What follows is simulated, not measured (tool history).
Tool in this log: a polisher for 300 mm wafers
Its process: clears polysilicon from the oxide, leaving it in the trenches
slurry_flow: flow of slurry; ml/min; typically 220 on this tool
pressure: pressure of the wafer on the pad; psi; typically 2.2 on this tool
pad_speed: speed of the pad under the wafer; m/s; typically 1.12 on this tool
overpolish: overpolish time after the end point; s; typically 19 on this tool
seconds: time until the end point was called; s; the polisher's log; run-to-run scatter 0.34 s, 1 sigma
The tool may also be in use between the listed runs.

| run | hour | slurry_flow | pressure | pad_speed | overpolish | incoming thickness of the incoming film, nm | seconds |
|---|---|---|---|---|---|---|---|
| 1 | 0.0 | 220 | 2.2 | 1.12 | 19 | 526.1 | 41.0 |
| 2 | 83.5 | 220 | 2.2 | 1.12 | 19 | 523.2 | 40.9 |
| 3 | 172.5 | 220 | 2.2 | 1.12 | 19 | 523.4 | 41.2 |
| 4 | 259.8 | 220 | 2.2 | 1.12 | 11 | 533.7 | 42.0 |
| 5 | 301.4 | 220 | 2.2 | 1.28 | 19 | 525.7 | 37.4 |
|  | 345.0 | worn pad replaced by a new one |
| 6 | 386.7 | 220 | 2.2 | 1.28 | 19 | 534.3 | 35.8 |
| 7 | 463.0 | 220 | 2.2 | 1.12 | 19 | 525.2 | 38.8 |
| 8 | 519.9 | 220 | 2.2 | 1.12 | 19 | 527.5 | 39.8 |
|  | 532.0 | slurry nozzle cleaned |
| 9 | 562.5 | 220 | 2.2 | 1.12 | 19 | 533.3 | 39.4 |
| 10 | 649.9 | 275 | 2.2 | 1.12 | 19 | 527.4 | 39.2 |
| 11 | 729.8 | 220 | 2.6 | 0.84 | 19 | 534.3 | 43.0 |
| 12 | 818.1 | 160 | 2.2 | 1.12 | 19 | 538.9 | 43.0 |
| 13 | 886.2 | 270 | 2.2 | 1.12 | 19 | 527.5 | 39.6 |
| 14 | 932.1 | 185 | 1.7 | 1.00 | 14 | 523.8 | 57.3 |
|  | 972.2 | head pressure recalibrated |
| 15 | 1015.0 | 220 | 1.5 | 1.12 | 19 | 529.6 | 57.7 |
| 16 | 1122.5 | 220 | 1.4 | 0.82 | 19 | 529.9 | 78.9 |
| 17 | 1161.9 | 220 | 2.8 | 0.94 | 30 | 532.4 | 38.1 |
|  | 1195.7 | worn pad replaced by a new one |
| 18 | 1245.3 | 220 | 2.2 | 1.12 | 19 | 528.5 | 39.7 |
| 19 | 1304.0 | 220 | 2.2 | 1.12 | 19 | 531.7 | 40.6 |
|  | 1422.4 | slurry nozzle cleaned |
| 20 | 1518.4 | 240 | 2.2 | 1.12 | 19 | 532.1 | 40.7 |
| 21 | 1625.3 | 220 | 3.0 | 1.28 | 13 | 533.7 | 27.7 |
| 22 | 1732.9 | 220 | 2.2 | 1.12 | 19 | 524.6 | 40.5 |
| 23 | 1826.1 | 240 | 2.2 | 1.12 | 19 | 531.7 | 40.8 |
| 24 | 1900.3 | 220 | 1.9 | 1.12 | 19 | 528.4 | 47.6 |
|  | 1916.6 | worn pad replaced by a new one |
| 25 | 1982.3 | 295 | 2.2 | 1.12 | 19 | 532.6 | 38.6 |
|  | 2054.5 | head pressure recalibrated |
| 26 | 2083.3 | 220 | 2.2 | 1.12 | 19 | 526.9 | 39.7 |
| 27 | 2181.7 | 160 | 2.2 | 0.84 | 16 | 540.6 | 53.8 |
|  | 2278.4 | slurry nozzle cleaned |
| 28 | 2288.5 | 165 | 1.9 | 0.84 | 11 | 529.8 | 59.1 |
| 29 | 2390.5 | 155 | 1.6 | 1.12 | 29 | 528.8 | 56.6 |
| 30 | 2455.0 | 240 | 2.2 | 1.12 | 19 | 522.8 | 40.0 |
| 31 | 2528.9 | 220 | 1.9 | 0.78 | 19 | 528.2 | 60.5 |
| 32 | 2602.5 | 220 | 2.2 | 1.12 | 19 | 529.3 | 41.3 |
| 33 | 2662.5 | 195 | 2.2 | 0.92 | 9 | 524.1 | 48.4 |

Here are 5 independent what-if runs from the current tool condition. What would each one return?
| A | 2662.9 | 220 | 2.2 | 1.12 | 19 | 525.8 | ? |
| B | 2662.9 | 220 | 1.8 | 1.12 | 8 | 525.8 | ? |
| C | 2662.9 | 220 | 2.0 | 1.00 | 19 | 525.8 | ? |
| D | 2662.9 | 220 | 2.2 | 1.26 | 24 | 525.8 | ? |
| E | 2662.9 | 185 | 2.7 | 1.34 | 19 | 525.8 | ? |

| run | seconds |
|---|---|
| A | 41.8 |
| B | 50.2 |
| C | 49.7 |
| D | 38.1 |
| E | 30.7 |
Take away the tool's hidden state, keep each run's random variation, and the runs would have read:
| run | seconds |
|---|---|
| A | 39.6 |
| B | 47.5 |
| C | 47.0 |
| D | 36.1 |
| E | 29.0 |

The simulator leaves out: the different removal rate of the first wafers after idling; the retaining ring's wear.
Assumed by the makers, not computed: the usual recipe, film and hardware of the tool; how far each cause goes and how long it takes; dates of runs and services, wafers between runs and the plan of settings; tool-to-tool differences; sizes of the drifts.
